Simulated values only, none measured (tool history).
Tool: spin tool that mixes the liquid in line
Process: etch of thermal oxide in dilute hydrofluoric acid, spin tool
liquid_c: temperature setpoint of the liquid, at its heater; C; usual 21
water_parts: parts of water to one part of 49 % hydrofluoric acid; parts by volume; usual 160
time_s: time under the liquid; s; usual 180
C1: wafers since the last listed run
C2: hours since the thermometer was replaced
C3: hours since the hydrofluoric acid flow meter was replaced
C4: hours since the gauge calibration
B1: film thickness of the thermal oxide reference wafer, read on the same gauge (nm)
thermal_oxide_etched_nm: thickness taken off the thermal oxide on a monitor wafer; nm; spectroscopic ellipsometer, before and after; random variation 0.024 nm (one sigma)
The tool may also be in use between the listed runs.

Run 1, hour 0: usual settings; C1 0; C2 441.1; C3 553; C4 231.8; B1 59.989. Result: thermal_oxide_etched_nm 4.155 nm.
Run 2, hour 70.5: usual settings; C1 622; C2 511.6; C3 623.5; C4 302.3; B1 60.011. Result: thermal_oxide_etched_nm 4.15 nm.
Run 3, hour 147.9: usual settings; C1 683; C2 589; C3 700.9; C4 379.7; B1 60.025. Result: thermal_oxide_etched_nm 4.205 nm.
Run 4, hour 213.4: usual settings; C1 578; C2 654.5; C3 766.4; C4 445.2; B1 59.994. Result: thermal_oxide_etched_nm 4.153 nm.
Run 5, hour 319.3: usual settings but liquid_c 18.5 C; C1 935; C2 760.4; C3 872.3; C4 551.1; B1 59.983. Result: thermal_oxide_etched_nm 3.805 nm.
Run 6, hour 369.3: usual settings but liquid_c 18.5 C; C1 441; C2 810.4; C3 922.3; C4 601.1; B1 59.974. Result: thermal_oxide_etched_nm 3.746 nm.
Run 7, hour 433.1: usual settings; C1 563; C2 874.2; C3 986.1; C4 664.9; B1 60.006. Result: thermal_oxide_etched_nm 4.248 nm.
Run 8, hour 517.9: usual settings; C1 749; C2 959; C3 1070.9; C4 749.7; B1 60.011. Result: thermal_oxide_etched_nm 4.207 nm.
Run 9, hour 558.6: usual settings; C1 359; C2 999.7; C3 1111.6; C4 790.4; B1 59.979. Result: thermal_oxide_etched_nm 4.203 nm.
At hour 648.4: thermometer replaced.
Run 10, hour 648.9: usual settings; C1 788; C2 0.5; C3 1201.9; C4 880.7; B1 59.995. Result: thermal_oxide_etched_nm 4.298 nm.
Run 11, hour 687.9: usual settings but liquid_c 17 C; C1 344; C2 39.5; C3 1240.9; C4 919.7; B1 59.993. Result: thermal_oxide_etched_nm 3.659 nm.
At hour 696.9: gauge calibrated.
At hour 734.8: hydrofluoric acid flow meter replaced.
Run 12, hour 786.8: usual settings but liquid_c 26 C; C1 864; C2 138.4; C3 52; C4 89.9; B1 59.981. Result: thermal_oxide_etched_nm 4.979 nm.
Run 13, hour 848.3: usual settings but liquid_c 17 C, water_parts 205 parts by volume, time_s 250 s; C1 543; C2 199.9; C3 113.5; C4 151.4; B1 60.035. Result: thermal_oxide_etched_nm 3.686 nm.
Run 14, hour 894.2: usual settings but liquid_c 19 C, water_parts 185 parts by volume, time_s 135 s; C1 405; C2 245.8; C3 159.4; C4 197.3; B1 60.005. Result: thermal_oxide_etched_nm 2.426 nm.
Run 15, hour 958.3: usual settings; C1 566; C2 309.9; C3 223.5; C4 261.4; B1 60.024. Result: thermal_oxide_etched_nm 4.162 nm.
Run 16, hour 1058.1: usual settings but liquid_c 17 C, water_parts 215 parts by volume, time_s 235 s; C1 881; C2 409.7; C3 323.3; C4 361.2; B1 59.975. Result: thermal_oxide_etched_nm 3.262 nm.
Run 17, hour 1097.5: usual settings but liquid_c 25 C, time_s 220 s; C1 348; C2 449.1; C3 362.7; C4 400.6; B1 60.019. Result: thermal_oxide_etched_nm 5.971 nm.
Run 18, hour 1177.4: usual settings but water_parts 120 parts by volume, time_s 145 s; C1 705; C2 529; C3 442.6; C4 480.5; B1 60.019. Result: thermal_oxide_etched_nm 4.628 nm.

What the log doesn't show, run by run:
gauge reads high (%): 0 in every run
H1: liquid colder than its thermometer reads (K)
H2: hydrofluoric acid flow above the setpoint (%)
run      H1     H2
  1   0.308    1.6
  2   0.351   1.74
  3   0.399    1.9
  4   0.439   2.03
  5   0.504   2.24
  6   0.535   2.34
  7   0.574   2.46
  8   0.626   2.63
  9   0.651   2.71
 10  0.0533   2.89
 11  0.0772   2.97
 12   0.138  0.179
 13   0.176  0.301
 14   0.204  0.392
 15   0.243   0.52
 16   0.304  0.718
 17   0.329  0.796
 18   0.378  0.955
